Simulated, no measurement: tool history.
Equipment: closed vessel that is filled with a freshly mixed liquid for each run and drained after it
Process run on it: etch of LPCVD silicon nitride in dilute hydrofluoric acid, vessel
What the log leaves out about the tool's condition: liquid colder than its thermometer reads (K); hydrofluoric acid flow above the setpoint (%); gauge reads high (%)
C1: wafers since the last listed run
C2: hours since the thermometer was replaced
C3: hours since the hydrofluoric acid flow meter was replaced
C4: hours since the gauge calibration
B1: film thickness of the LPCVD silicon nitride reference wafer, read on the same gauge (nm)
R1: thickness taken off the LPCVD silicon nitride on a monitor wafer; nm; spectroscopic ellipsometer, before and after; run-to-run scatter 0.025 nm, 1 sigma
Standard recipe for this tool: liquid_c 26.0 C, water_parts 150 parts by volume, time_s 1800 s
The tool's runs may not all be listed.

run 1 day=0.000 | liquid_c=26.0 water_parts=110 time_s=1800 | C1=0 C2=1663.1 C3=1305.7 C4=1051.7 | B1=60.01 | R1=10.85
run 2 day=1.221 | liquid_c=23.5 water_parts=150 time_s=1800 | C1=745 C2=1692.4 C3=1335.0 C4=1081.0 | B1=59.99 | R1=6.84
run 3 day=3.604 | liquid_c=26.0 water_parts=150 time_s=1800 | C1=1455 C2=1749.6 C3=1392.2 C4=1138.2 | B1=59.97 | R1=7.92
run 4 day=4.850 | liquid_c=26.0 water_parts=150 time_s=1800 | C1=760 C2=1779.5 C3=1422.1 C4=1168.1 | B1=59.99 | R1=7.97
run 5 day=7.492 | liquid_c=26.0 water_parts=150 time_s=1800 | C1=1613 C2=1842.9 C3=1485.5 C4=1231.5 | B1=60.02 | R1=7.96
run 6 day=9.429 | liquid_c=24.5 water_parts=150 time_s=1800 | C1=1183 C2=1889.4 C3=1532.0 C4=1278.0 | B1=59.99 | R1=7.30
run 7 day=12.262 | liquid_c=24.5 water_parts=150 time_s=1800 | C1=1730 C2=1957.4 C3=1600.0 C4=1346.0 | B1=60.02 | R1=7.28
-- day=13.525 gauge calibrated
run 8 day=13.733 | liquid_c=27.5 water_parts=150 time_s=1800 | C1=898 C2=1992.7 C3=1635.3 C4=5.0 | B1=59.98 | R1=8.83
run 9 day=15.188 | liquid_c=26.0 water_parts=150 time_s=1800 | C1=888 C2=2027.6 C3=1670.2 C4=39.9 | B1=59.99 | R1=8.01
-- day=15.638 thermometer replaced
run 10 day=16.454 | liquid_c=26.0 water_parts=150 time_s=1800 | C1=748 C2=19.6 C3=1700.6 C4=70.3 | B1=59.94 | R1=8.02
run 11 day=18.717 | liquid_c=26.0 water_parts=150 time_s=1800 | C1=1381 C2=73.9 C3=1754.9 C4=124.6 | B1=60.00 | R1=8.02
run 12 day=21.467 | liquid_c=26.0 water_parts=150 time_s=1265 | C1=1679 C2=139.9 C3=1820.9 C4=190.6 | B1=59.98 | R1=5.64
run 13 day=23.717 | liquid_c=26.0 water_parts=200 time_s=1095 | C1=1374 C2=193.9 C3=1874.9 C4=244.6 | B1=60.00 | R1=3.67
run 14 day=25.983 | liquid_c=26.0 water_parts=205 time_s=1800 | C1=1384 C2=248.3 C3=1929.3 C4=299.0 | B1=59.98 | R1=5.89
run 15 day=27.175 | liquid_c=26.0 water_parts=115 time_s=1410 | C1=727 C2=276.9 C3=1957.9 C4=327.6 | B1=60.00 | R1=8.20
run 16 day=29.158 | liquid_c=26.0 water_parts=205 time_s=1800 | C1=1211 C2=324.5 C3=2005.5 C4=375.2 | B1=59.97 | R1=5.86
run 17 day=30.529 | liquid_c=26.0 water_parts=150 time_s=1800 | C1=837 C2=357.4 C3=2038.4 C4=408.1 | B1=60.02 | R1=8.06
-- day=31.396 hydrofluoric acid flow meter replaced
run 18 day=32.375 | liquid_c=26.0 water_parts=115 time_s=880 | C1=1101 C2=401.7 C3=23.5 C4=452.4 | B1=59.96 | R1=4.99
run 19 day=35.150 | liquid_c=24.0 water_parts=95 time_s=1060 | C1=1694 C2=468.3 C3=90.1 C4=519.0 | B1=60.01 | R1=6.40
run 20 day=36.462 | liquid_c=26.0 water_parts=150 time_s=1800 | C1=801 C2=499.8 C3=121.6 C4=550.5 | B1=60.03 | R1=7.85

Run 21 comes next. What will it give?
run 21 day=37.975 | liquid_c=28.0 water_parts=110 time_s=2830 | C1=923 C2=536.1 C3=157.9 C4=586.8 | B1=? | R1=?

B1: 60.04
R1: 19.19 nm
Without the tool's hidden state the same run would have given R1 19.10 nm.

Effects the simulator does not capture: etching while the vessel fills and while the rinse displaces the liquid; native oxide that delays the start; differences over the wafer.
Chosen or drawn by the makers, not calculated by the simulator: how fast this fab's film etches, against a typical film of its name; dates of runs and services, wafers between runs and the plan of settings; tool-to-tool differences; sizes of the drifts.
